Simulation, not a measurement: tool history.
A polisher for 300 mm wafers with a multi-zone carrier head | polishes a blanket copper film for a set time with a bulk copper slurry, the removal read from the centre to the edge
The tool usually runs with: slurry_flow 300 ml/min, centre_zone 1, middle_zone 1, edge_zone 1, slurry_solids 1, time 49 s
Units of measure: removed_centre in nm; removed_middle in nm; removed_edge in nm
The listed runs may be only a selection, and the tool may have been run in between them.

run,hour,slurry_flow,centre_zone,middle_zone,edge_zone,slurry_solids,time,wafers since the last listed run,wafers polished on this pad,hours since the slurry nozzle was cleaned,hours since the centre zone pressure was calibrated,hours since the edge zone pressure was calibrated,hours since the carrier head's membrane was replaced,"incoming thickness of the incoming film, nm",removed_centre,removed_middle,removed_edge
1,0,300,1,1.03,1,1,49,0,347,296.5,727.7,1016,1508.6,3629.1,405.6,419,423.9
# hour 21.5: slurry nozzle cleaned
2,31.2,300,1,1.03,1,1,49,355,703,9.7,758.9,1047.2,1539.8,3656.3,428.9,442.2,440.7
3,65.7,300,1,1.03,1,1,49,406,1109,44.2,793.4,1081.7,1574.3,3585.3,432.6,443.7,433.3
4,90.3,335,1,1,0.91,1,49,289,1398,68.8,818,1106.3,1598.9,3649.4,432.4,437.4,425.3
# hour 95.1: worn pad replaced by a new one
# hour 111.6: centre zone pressure recalibrated
5,125.4,300,1,1,1,1,49,342,333,103.9,13.8,1141.4,1634,3572,427.6,419.3,450.5
# hour 134.2: edge zone pressure recalibrated
6,144.4,300,1,1,1,1,49,200,533,122.9,32.8,10.2,1653,3602.6,425.2,426.7,435.1
7,176,300,1,0.93,1,1,49,372,905,154.5,64.4,41.8,1684.6,3626.3,419.4,398.5,437.1
8,206.9,300,1,0.93,1,1,49,363,1269,185.4,95.3,72.7,1715.5,3568,421.8,386.8,427.8
# hour 218.2: worn pad replaced by a new one
# hour 229.5: carrier head's membrane replaced by a new one
9,230,300,1,0.93,1,1,49,166,80,208.5,118.4,95.8,0.5,3564.9,416.3,395.5,421.1
10,247.7,260,1.05,1,1.09,1,49,208,288,226.2,136.1,113.5,18.2,3578.8,427.9,405.4,431.3
11,272.1,300,0.96,1.08,1,1.25,34,287,575,250.6,160.5,137.9,42.6,3660.8,296.7,331.2,322.5
12,291.6,300,0.9,1,0.89,0.7,49,229,805,270.1,180,157.4,62.1,3562.8,319,352,345.9
# hour 314.5: slurry nozzle cleaned
13,315,300,1,1,1,1,49,263,1069,0.5,203.4,180.8,85.5,3677.4,434.8,430.8,458.4
# hour 330.1: worn pad replaced by a new one
14,333.2,330,0.95,1,1.12,1,49,167,36,18.7,221.6,199,103.7,3612.5,412.4,432.1,455.4
15,358.1,300,1,1.08,1,1,49,293,329,43.6,246.5,223.9,128.6,3589.7,428.3,463.5,453.2
16,390,300,1.05,1.11,1.07,1,35,375,704,75.5,278.4,255.8,160.5,3622.8,322.3,336.9,317.5
17,425.8,300,1,1,1,1,49,421,1126,111.3,314.2,291.6,196.3,3662.8,428.1,426.1,442.9
# hour 437.8: worn pad replaced by a new one
18,441.5,300,1,1.03,1,1,49,137,43,127,329.9,307.3,212,3626.9,429.8,428.5,441.1
19,471.1,300,1,1,1,0.7,49,348,392,156.6,359.5,336.9,241.6,3623,367,359,385.1
20,490.3,205,1,1,1,1,36,226,618,175.8,378.7,356.1,260.8,3639.4,292.3,298,306

Branching from run 20: 5 alternative next runs. What would each branch give?
A,490.7,300,1,1,1.04,1,49,4,623,176.2,379.1,356.5,261.2,3628.5,?,?,?
B,490.7,330,1,1.1,1,1,34,4,623,176.2,379.1,356.5,261.2,3628.5,?,?,?
C,490.7,235,1,1,1,1,49,4,623,176.2,379.1,356.5,261.2,3628.5,?,?,?
D,490.7,365,1.06,1,1.04,1.1,49,4,623,176.2,379.1,356.5,261.2,3628.5,?,?,?
E,490.7,220,1,1,1,1,49,4,623,176.2,379.1,356.5,261.2,3628.5,?,?,?

run,removed_centre,removed_middle,removed_edge
A,420.4,421.6,447.3
B,295.2,320.5,308.4
C,406.9,409.4,432.2
D,471.2,444.5,469.4
E,402.9,405.9,429.4
Had the tool no hidden state, the same runs would have come out as:
run,removed_centre,removed_middle,removed_edge
A,434.4,434.3,457.4
B,304.2,329.3,314.8
C,423.7,424.6,444
D,484.4,455.8,478.4
E,420.5,421.7,441.8
